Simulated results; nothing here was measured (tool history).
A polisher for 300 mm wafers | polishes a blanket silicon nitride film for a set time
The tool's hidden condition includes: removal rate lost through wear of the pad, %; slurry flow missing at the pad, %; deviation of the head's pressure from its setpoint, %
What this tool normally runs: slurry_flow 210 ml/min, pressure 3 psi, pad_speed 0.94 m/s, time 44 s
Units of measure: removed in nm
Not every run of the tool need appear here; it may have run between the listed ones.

run	hour	slurry_flow	pressure	pad_speed	time	wafers since the last listed run	wafers polished on this pad	hours since the slurry nozzle was cleaned	hours since the head pressure was calibrated	incoming thickness of the incoming film, nm	removed
1	0	210	3	0.94	44	0	45	310.8	25.4	569.4	64.4
2	6.9	210	3	0.86	41	87	132	317.7	32.3	561.9	55.2
3	21.8	210	3	0.86	41	188	321	332.6	47.2	566.1	55.7
4	28.8	210	3	0.94	44	88	410	339.6	54.2	561.8	64.5
5	40.8	210	3	0.94	44	152	562	351.6	66.2	556.7	63.8
6	54.6	210	3	0.94	44	174	737	365.4	80	556.2	64.1
7	68.2	260	3	0.94	44	172	909	379	93.6	561.1	65.2
8	82.5	210	3	0.94	44	181	1090	393.3	107.9	557	64.7
# hour 98.5: worn pad replaced by a new one
9	99	210	3	0.94	44	158	6	409.8	124.4	552.9	63.5
10	110.5	210	3	0.94	44	145	151	421.3	135.9	555	64
11	124.5	235	3.5	0.94	44	177	329	435.3	149.9	555	72.5
12	136.3	235	3.5	0.94	44	149	478	447.1	161.7	560.6	72.4
13	145	210	3	0.94	44	110	589	455.8	170.4	552.6	64
14	151.7	210	3	0.94	44	84	673	462.5	177.1	561.9	63.5
15	163.6	210	3	0.94	44	150	824	474.4	189	552.6	64.3
# hour 169.9: slurry nozzle cleaned
16	181.1	210	3	0.94	44	209	1033	11.2	206.5	547.9	64
17	191.4	175	3	1	44	130	1164	21.5	216.8	557.7	65.1
18	206	210	3	0.86	41	185	1349	36.1	231.4	556.6	55.2
# hour 212.7: worn pad replaced by a new one
19	223.7	210	3	0.66	44	173	139	53.8	249.1	558	48.1
20	235.6	230	2.4	0.94	44	150	290	65.7	261	560.2	55.1
21	249.5	165	3	1.2	44	176	466	79.6	274.9	566.6	74.7
22	258.5	210	3.7	0.94	44	114	580	88.6	283.9	569.6	74.2
23	268	155	3.4	1.08	50	120	701	98.1	293.4	564.4	84.4
24	285.5	145	3	0.94	44	221	923	115.6	310.9	553.5	60
25	295.5	210	3	0.94	34	126	1049	125.6	320.9	547.8	49.4
26	313	210	2.5	0.8	30	221	1271	143.1	338.4	554.2	33.9
# hour 322.3: worn pad replaced by a new one
27	327.4	245	3.3	0.66	56	131	64	157.5	352.8	567.5	66.2
28	335.6	210	3.5	0.94	44	103	168	165.7	361	556.9	71.7
29	342.6	210	3	0.94	44	88	256	172.7	368	562.7	64.2
30	357.7	210	3.6	0.94	44	191	448	187.8	383.1	560.8	72.3
# hour 384: head pressure recalibrated
31	401.9	210	3	0.94	32	534	982	232	17.9	563.7	47.2
# hour 412.9: worn pad replaced by a new one
32	413.4	210	3.5	0.94	44	95	6	243.5	29.4	558.7	71.2
33	417	210	3.5	0.94	44	45	52	247.1	33	563.5	71.3
34	429.7	210	3	1.18	44	160	213	259.8	45.7	559.1	76.2
35	475	175	2.6	0.8	38	574	787	305.1	91	551.1	42.7
36	491.3	170	3.9	1.02	58	206	994	321.4	107.3	555.7	106
37	504.2	210	3	0.94	44	163	1157	334.3	120.2	567.3	63.3

Run-by-run hidden state of the tool:
removal rate lost through wear of the pad, %: 0 on each run
slurry flow missing at the pad, %: 0 on each run
deviation of the head's pressure from its setpoint, %: 0 on each run
